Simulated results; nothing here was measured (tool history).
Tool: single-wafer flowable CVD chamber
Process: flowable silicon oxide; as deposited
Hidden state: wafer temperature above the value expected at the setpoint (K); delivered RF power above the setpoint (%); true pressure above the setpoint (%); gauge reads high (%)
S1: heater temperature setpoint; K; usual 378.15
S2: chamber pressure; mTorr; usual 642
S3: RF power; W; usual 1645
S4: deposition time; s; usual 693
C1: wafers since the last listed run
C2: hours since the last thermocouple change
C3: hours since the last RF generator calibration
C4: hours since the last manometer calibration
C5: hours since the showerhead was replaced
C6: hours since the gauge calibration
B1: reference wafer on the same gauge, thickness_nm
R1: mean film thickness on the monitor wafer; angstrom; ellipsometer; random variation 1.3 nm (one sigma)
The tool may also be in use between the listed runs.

run	hour	S1	S2	S3	S4	C1	C2	C3	C4	C5	C6	B1	R1
1	0	378.15	642	1645	787	0	1155	788.2	1830.4	3410	643.5	293.463	2670.33
# hour 16: thermocouple changed; heater temperature recalibrated
2	30.4	378.15	642	1645	787	73	14.4	818.6	1860.8	3440.4	673.9	293.096	2834.77
3	246.1	378.15	642	1645	693	705	230.1	1034.3	2076.5	3656.1	889.6	293.414	2428.54
4	288.9	378.15	642	1645	693	140	272.9	1077.1	2119.3	3698.9	932.4	293.303	2430.34
5	340.9	378.15	642	1645	693	170	324.9	1129.1	2171.3	3750.9	984.4	293.352	2415.9
6	376.3	378.15	642	1645	693	115	360.3	1164.5	2206.7	3786.3	1019.8	292.39	2428.25
7	417.5	378.15	642	1645	693	134	401.5	1205.7	2247.9	3827.5	1061	292.861	2411.65
8	483.5	378.15	642	1645	693	215	467.5	1271.7	2313.9	3893.5	1127	293.124	2386.45
9	541.8	378.15	642	1645	693	190	525.8	1330	2372.2	3951.8	1185.3	293.237	2400.88
# hour 567.3: gauge calibrated
10	612.2	387.15	642	1645	693	230	596.2	1400.4	2442.6	4022.2	44.9	293.227	1720.21
11	669.4	387.15	642	1645	693	187	653.4	1457.6	2499.8	4079.4	102.1	293.231	1728.65
12	737.9	387.15	642	1645	693	224	721.9	1526.1	2568.3	4147.9	170.6	292.925	1711.25
# hour 784.9: showerhead replaced
13	808	378.15	642	1645	693	203	792	1596.2	2638.4	23.1	240.7	293.129	2378.51
# hour 842.1: RF generator calibrated
14	856.2	378.15	763	1480	693	131	840.2	14.1	2686.6	71.3	288.9	292.969	2709.2
15	921.8	363.15	642	1645	693	214	905.8	79.7	2752.2	136.9	354.5	292.343	4196.82
16	949.9	378.15	691	1735	770	91	933.9	107.8	2780.3	165	382.6	293.397	2880.49
17	979.2	378.15	783	1790	632	95	963.2	137.1	2809.6	194.3	411.9	292.971	2736.08

The next listed run, before its measurement:
# hour 1005.2: capacitance manometer re-zeroed and calibrated
# hour 1111.6: thermocouple changed; heater temperature recalibrated
18	1151.8	378.15	642	1645	693	512	40.2	309.7	146.6	366.9	584.5	?	?

Run 18 gave B1 293.584, R1 2498.85 angstrom.
Without the tool's hidden state the same run would have given R1 2513.11 angstrom.
